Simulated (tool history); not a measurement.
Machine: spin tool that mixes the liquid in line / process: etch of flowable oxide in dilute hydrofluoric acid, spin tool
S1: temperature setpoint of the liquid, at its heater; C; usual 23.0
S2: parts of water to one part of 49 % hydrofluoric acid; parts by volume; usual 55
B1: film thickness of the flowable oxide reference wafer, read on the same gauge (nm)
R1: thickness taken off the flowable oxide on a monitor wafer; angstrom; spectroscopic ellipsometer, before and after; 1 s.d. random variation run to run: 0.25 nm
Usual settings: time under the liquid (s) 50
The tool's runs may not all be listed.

Run 1, hour 0.0: usual settings but S1 19.5 C, time under the liquid (s) 30; B1 139.98. Result: R1 192.1 angstrom.
Run 2, hour 36.5: usual settings; B1 139.99. Result: R1 367.7 angstrom.
Run 3, hour 88.7: usual settings; B1 140.01. Result: R1 371.8 angstrom.
Run 4, hour 137.2: usual settings but time under the liquid (s) 60; B1 140.00. Result: R1 446.2 angstrom.
Run 5, hour 225.1: usual settings; B1 140.01. Result: R1 370.3 angstrom.
Run 6, hour 284.4: usual settings; B1 140.00. Result: R1 367.5 angstrom.
Run 7, hour 365.5: usual settings; B1 140.00. Result: R1 367.7 angstrom.
Run 8, hour 414.3: usual settings; B1 140.02. Result: R1 369.3 angstrom.
Run 9, hour 495.7: usual settings but S1 24.5 C, S2 45 parts by volume, time under the liquid (s) 65; B1 139.99. Result: R1 629.3 angstrom.
Run 10, hour 598.7: usual settings but S2 75 parts by volume; B1 139.99. Result: R1 260.9 angstrom.
Run 11, hour 680.5: usual settings but S1 25.0 C, S2 80 parts by volume; B1 140.01. Result: R1 265.5 angstrom.
Run 12, hour 754.9: usual settings but time under the liquid (s) 25; B1 140.01. Result: R1 184.0 angstrom.
Run 13, hour 820.7: usual settings but S1 27.0 C, S2 80 parts by volume, time under the liquid (s) 75; B1 140.01. Result: R1 432.1 angstrom.
Run 14, hour 915.1: usual settings but S1 25.5 C, S2 65 parts by volume; B1 140.03. Result: R1 334.6 angstrom.
Run 15, hour 976.2: usual settings but S1 27.5 C, S2 80 parts by volume, time under the liquid (s) 35; B1 140.02. Result: R1 203.7 angstrom.
At hour 1211.9: hydrofluoric acid flow meter replaced.
Run 16, hour 1273.0: usual settings but S2 30 parts by volume, time under the liquid (s) 80; B1 140.01. Result: R1 1103.6 angstrom.
At hour 1311.9: gauge calibrated.
Run 17, hour 1321.6: usual settings but S2 65 parts by volume, time under the liquid (s) 25; B1 139.97. Result: R1 151.2 angstrom.
Run 18, hour 1363.0: usual settings; B1 139.98. Result: R1 363.8 angstrom.
Run 19, hour 1428.8: usual settings but time under the liquid (s) 40; B1 139.99. Result: R1 287.4 angstrom.
Run 20, hour 1467.8: usual settings but S1 27.0 C, S2 80 parts by volume, time under the liquid (s) 75; B1 140.00. Result: R1 418.9 angstrom.
Run 21, hour 1506.0: usual settings but S1 25.5 C, S2 65 parts by volume, time under the liquid (s) 60; B1 140.00. Result: R1 398.0 angstrom.
Run 22, hour 1543.7: usual settings but S2 45 parts by volume; B1 140.02. Result: R1 444.7 angstrom.
Run 23, hour 1587.3: usual settings but S1 21.5 C, S2 30 parts by volume, time under the liquid (s) 65; B1 139.99. Result: R1 837.8 angstrom.
Run 24, hour 1650.5: usual settings but S1 25.5 C; B1 139.98. Result: R1 398.9 angstrom.

Forecast run 25:
At hour 1720.5: thermometer replaced.
Run 25, hour 1758.4: usual settings; B1 ?. Result: R1 ?.

{"run 25": {"B1": 139.98, "R1": 370.5}}
If the tool had no hidden condition, the same run with the same run-to-run variation would have returned R1 371.9 angstrom.
